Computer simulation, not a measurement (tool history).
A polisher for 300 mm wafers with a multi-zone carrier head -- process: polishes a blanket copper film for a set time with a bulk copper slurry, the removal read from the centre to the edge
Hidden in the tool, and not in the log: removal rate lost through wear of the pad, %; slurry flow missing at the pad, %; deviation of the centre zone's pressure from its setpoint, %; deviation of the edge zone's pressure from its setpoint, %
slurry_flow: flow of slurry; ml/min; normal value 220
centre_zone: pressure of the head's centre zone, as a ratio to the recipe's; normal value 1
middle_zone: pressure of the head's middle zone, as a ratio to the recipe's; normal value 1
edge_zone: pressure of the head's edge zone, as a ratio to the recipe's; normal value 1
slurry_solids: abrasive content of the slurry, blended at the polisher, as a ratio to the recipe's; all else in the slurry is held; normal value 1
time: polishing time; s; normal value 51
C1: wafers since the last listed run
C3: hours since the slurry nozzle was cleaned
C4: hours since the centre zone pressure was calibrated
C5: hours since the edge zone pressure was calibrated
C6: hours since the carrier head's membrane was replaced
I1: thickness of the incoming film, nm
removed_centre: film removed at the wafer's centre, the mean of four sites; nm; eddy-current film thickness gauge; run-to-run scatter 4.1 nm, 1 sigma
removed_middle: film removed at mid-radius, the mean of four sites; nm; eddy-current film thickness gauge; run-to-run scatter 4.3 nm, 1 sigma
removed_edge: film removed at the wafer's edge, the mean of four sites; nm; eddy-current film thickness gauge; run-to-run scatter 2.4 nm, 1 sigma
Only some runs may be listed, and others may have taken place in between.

Run 1, hour 0: usual settings; C1 0; wafers polished on this pad 584; C3 383.9; C4 94.6; C5 567; C6 183.6; I1 1853.5. Result: removed_centre 297.4 nm, removed_middle 302.2 nm, removed_edge 303.9 nm.
Run 2, hour 39.9: usual settings; C1 467; wafers polished on this pad 1051; C3 423.8; C4 134.5; C5 606.9; C6 223.5; I1 1900.8. Result: removed_centre 291.8 nm, removed_middle 295.8 nm, removed_edge 294 nm.
Run 3, hour 77.6: usual settings; C1 441; wafers polished on this pad 1493; C3 461.5; C4 172.2; C5 644.6; C6 261.2; I1 1877. Result: removed_centre 286.1 nm, removed_middle 279.2 nm, removed_edge 286.1 nm.
Run 4, hour 122.5: usual settings but time 39 s; C1 525; wafers polished on this pad 2018; C3 506.4; C4 217.1; C5 689.5; C6 306.1; I1 1883.3. Result: removed_centre 219.1 nm, removed_middle 219.8 nm, removed_edge 216.1 nm.
Run 5, hour 204.6: usual settings; C1 961; wafers polished on this pad 2980; C3 588.5; C4 299.2; C5 771.6; C6 388.2; I1 1859.8. Result: removed_centre 280.8 nm, removed_middle 282.5 nm, removed_edge 275.6 nm.
At hour 235.3: worn pad replaced by a new one.
Run 6, hour 293.1: usual settings; C1 989; wafers polished on this pad 676; C3 677; C4 387.7; C5 860.1; C6 476.7; I1 1888.2. Result: removed_centre 305.6 nm, removed_middle 300.7 nm, removed_edge 302.8 nm.
At hour 353.9: slurry nozzle cleaned.
Run 7, hour 363.7: usual settings but slurry_flow 180 ml/min; C1 814; wafers polished on this pad 1491; C3 9.8; C4 458.3; C5 930.7; C6 547.3; I1 1873.3. Result: removed_centre 284.2 nm, removed_middle 283.7 nm, removed_edge 284.8 nm.
Run 8, hour 429.1: usual settings but slurry_flow 180 ml/min; C1 765; wafers polished on this pad 2256; C3 75.2; C4 523.7; C5 996.1; C6 612.7; I1 1856. Result: removed_centre 278.9 nm, removed_middle 278.5 nm, removed_edge 282.6 nm.
At hour 468.3: worn pad replaced by a new one.
At hour 497.5: centre zone pressure recalibrated.
Run 9, hour 530.3: usual settings but slurry_flow 180 ml/min; C1 1114; wafers polished on this pad 702; C3 176.4; C4 32.8; C5 1097.3; C6 713.9; I1 1876.6. Result: removed_centre 297.6 nm, removed_middle 307 nm, removed_edge 294.4 nm.
Run 10, hour 624.7: usual settings; C1 1105; wafers polished on this pad 1807; C3 270.8; C4 127.2; C5 1191.7; C6 808.3; I1 1871.2. Result: removed_centre 291.1 nm, removed_middle 293.5 nm, removed_edge 291 nm.
At hour 696.8: edge zone pressure recalibrated.
At hour 713.7: worn pad replaced by a new one.
Run 11, hour 715.1: usual settings but centre_zone 0.96, time 68 s; C1 988; wafers polished on this pad 16; C3 361.2; C4 217.6; C5 18.3; C6 898.7; I1 1872.3. Result: removed_centre 417.2 nm, removed_middle 431.1 nm, removed_edge 431.6 nm.
Run 12, hour 820.2: usual settings but slurry_flow 190 ml/min, middle_zone 0.94, slurry_solids 0.9; C1 1230; wafers polished on this pad 1247; C3 466.3; C4 322.7; C5 123.4; C6 1003.8; I1 1862.4. Result: removed_centre 281.5 nm, removed_middle 275.3 nm, removed_edge 285.9 nm.
Run 13, hour 875: usual settings but slurry_flow 155 ml/min, middle_zone 1.03, time 36 s; C1 641; wafers polished on this pad 1889; C3 521.1; C4 377.5; C5 178.2; C6 1058.6; I1 1871.2. Result: removed_centre 195.9 nm, removed_middle 201.4 nm, removed_edge 198.2 nm.
At hour 929: slurry nozzle cleaned.
At hour 945.1: worn pad replaced by a new one.
Run 14, hour 956.3: usual settings but middle_zone 1.1; C1 893; wafers polished on this pad 130; C3 27.3; C4 458.8; C5 259.5; C6 1139.9; I1 1885.5. Result: removed_centre 321.8 nm, removed_middle 332.1 nm, removed_edge 319.9 nm.
Run 15, hour 1026.1: usual settings but slurry_flow 250 ml/min, slurry_solids 1.2; C1 817; wafers polished on this pad 947; C3 97.1; C4 528.6; C5 329.3; C6 1209.7; I1 1875. Result: removed_centre 318.1 nm, removed_middle 320.3 nm, removed_edge 315.7 nm.
At hour 1055.6: carrier head's membrane replaced by a new one.
Run 16, hour 1089.3: usual settings but centre_zone 0.91, time 36 s; C1 681; wafers polished on this pad 1629; C3 160.3; C4 591.8; C5 392.5; C6 33.7; I1 1904. Result: removed_centre 188.2 nm, removed_middle 208.8 nm, removed_edge 204.5 nm.
At hour 1141.4: centre zone pressure recalibrated.
Run 17, hour 1141.9: usual settings; C1 592; wafers polished on this pad 2221; C3 212.9; C4 0.5; C5 445.1; C6 86.3; I1 1855.2. Result: removed_centre 286.9 nm, removed_middle 290.6 nm, removed_edge 286.8 nm.
At hour 1199.6: worn pad replaced by a new one.
Run 18, hour 1223: usual settings but slurry_flow 260 ml/min, centre_zone 1.09; C1 902; wafers polished on this pad 273; C3 294; C4 81.6; C5 526.2; C6 167.4; I1 1901.3. Result: removed_centre 342.7 nm, removed_middle 313.6 nm, removed_edge 314 nm.
Run 19, hour 1323: usual settings but middle_zone 0.97, edge_zone 1.04, slurry_solids 1.1, time 37 s; C1 1170; wafers polished on this pad 1444; C3 394; C4 181.6; C5 626.2; C6 267.4; I1 1871.9. Result: removed_centre 210.3 nm, removed_middle 210 nm, removed_edge 212.7 nm.

Here are 4 independent what-if runs from the current tool condition. What would each one return?
Run A, hour 1323.4: usual settings; C1 4; wafers polished on this pad 1449; C3 394.4; C4 182; C5 626.6; C6 267.8; I1 1847.2. Result: removed_centre ?, removed_middle ?, removed_edge ?.
Run B, hour 1323.4: usual settings but centre_zone 0.93, slurry_solids 0.9, time 33 s; C1 4; wafers polished on this pad 1449; C3 394.4; C4 182; C5 626.6; C6 267.8; I1 1847.2. Result: removed_centre ?, removed_middle ?, removed_edge ?.
Run C, hour 1323.4: usual settings but centre_zone 0.92, middle_zone 0.93, edge_zone 0.96; C1 4; wafers polished on this pad 1449; C3 394.4; C4 182; C5 626.6; C6 267.8; I1 1847.2. Result: removed_centre ?, removed_middle ?, removed_edge ?.
Run D, hour 1323.4: usual settings but slurry_flow 275 ml/min, middle_zone 0.95; C1 4; wafers polished on this pad 1449; C3 394.4; C4 182; C5 626.6; C6 267.8; I1 1847.2. Result: removed_centre ?, removed_middle ?, removed_edge ?.

run  removed_centre  removed_middle  removed_edge
  A           285.5           284.8         283.3
  B           168.7           181.2         180.2
  C           262.4           273.3           278
  D           293.3           283.4         288.8
With no hidden state in the tool, these same runs would have given:
run  removed_centre  removed_middle  removed_edge
  A           325.4           324.7           323
  B           192.4           206.6         205.4
  C           299.1           311.5         316.9
  D           334.4             323         329.2
